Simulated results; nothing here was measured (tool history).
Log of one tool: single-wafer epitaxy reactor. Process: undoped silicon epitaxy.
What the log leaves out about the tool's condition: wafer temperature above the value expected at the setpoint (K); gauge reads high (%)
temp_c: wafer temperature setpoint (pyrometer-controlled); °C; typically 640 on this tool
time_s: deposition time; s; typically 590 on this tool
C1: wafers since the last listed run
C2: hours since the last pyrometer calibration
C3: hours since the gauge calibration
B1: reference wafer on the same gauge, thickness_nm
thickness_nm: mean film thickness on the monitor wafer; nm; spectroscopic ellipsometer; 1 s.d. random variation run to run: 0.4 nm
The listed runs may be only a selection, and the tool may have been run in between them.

run 1 hour=0 | temp_c=640 time_s=590 | C1=0 C2=457.2 C3=83.1 | B1=69.938 | thickness_nm=70.603
run 2 hour=34.3 | temp_c=650 time_s=654 | C1=107 C2=491.5 C3=117.4 | B1=69.907 | thickness_nm=94.364
run 3 hour=60.5 | temp_c=650 time_s=654 | C1=81 C2=517.7 C3=143.6 | B1=69.904 | thickness_nm=94.229
run 4 hour=84.5 | temp_c=650 time_s=654 | C1=75 C2=541.7 C3=167.6 | B1=69.828 | thickness_nm=93.717
run 5 hour=115.6 | temp_c=640 time_s=590 | C1=97 C2=572.8 C3=198.7 | B1=70.059 | thickness_nm=70.031
run 6 hour=142.7 | temp_c=640 time_s=590 | C1=84 C2=599.9 C3=225.8 | B1=69.894 | thickness_nm=69.914
run 7 hour=168.9 | temp_c=640 time_s=590 | C1=81 C2=626.1 C3=252 | B1=69.859 | thickness_nm=69.029
run 8 hour=200.2 | temp_c=640 time_s=590 | C1=97 C2=657.4 C3=283.3 | B1=69.744 | thickness_nm=68.991
run 9 hour=214.2 | temp_c=640 time_s=590 | C1=43 C2=671.4 C3=297.3 | B1=69.879 | thickness_nm=69.097
run 10 hour=248.1 | temp_c=640 time_s=641 | C1=106 C2=705.3 C3=331.2 | B1=69.887 | thickness_nm=75.322
run 11 hour=267.6 | temp_c=640 time_s=590 | C1=60 C2=724.8 C3=350.7 | B1=69.78 | thickness_nm=68.858
run 12 hour=303.2 | temp_c=649 time_s=632 | C1=111 C2=760.4 C3=386.3 | B1=69.968 | thickness_nm=88.081
run 13 hour=319.3 | temp_c=653 time_s=524 | C1=50 C2=776.5 C3=402.4 | B1=69.973 | thickness_nm=78.892
run 14 hour=345.8 | temp_c=640 time_s=679 | C1=82 C2=803 C3=428.9 | B1=70.112 | thickness_nm=79.118
-- hour=382.5 pyrometer calibrated
-- hour=389.4 gauge calibrated
run 15 hour=410.1 | temp_c=640 time_s=590 | C1=176 C2=27.6 C3=20.7 | B1=69.951 | thickness_nm=71.91
run 16 hour=440.6 | temp_c=640 time_s=535 | C1=95 C2=58.1 C3=51.2 | B1=69.911 | thickness_nm=64.998
run 17 hour=455.9 | temp_c=644 time_s=630 | C1=47 C2=73.4 C3=66.5 | B1=69.981 | thickness_nm=82.25
run 18 hour=483.5 | temp_c=640 time_s=508 | C1=86 C2=101 C3=94.1 | B1=69.901 | thickness_nm=61.472
run 19 hour=510.7 | temp_c=646 time_s=685 | C1=85 C2=128.2 C3=121.3 | B1=69.788 | thickness_nm=92.906

Some steps in thickness_nm, run to run, broken into two amounts with sign: the step expected even without the hidden condition (settings, incoming material, random variation), and the rest, left for the hidden condition together with whatever gauge scatter is not in both the measured and the hidden-condition-free result:
Run 14 -> 15: time_s 679 -> 590, pyrometer calibrated, gauge calibrated. thickness_nm -7.208 nm: hidden state +3.48, all else -10.688.
Run 18 -> 19: temp_c 640 -> 646, time_s 508 -> 685. thickness_nm +31.434 nm: hidden state -0.206, all else +31.64.
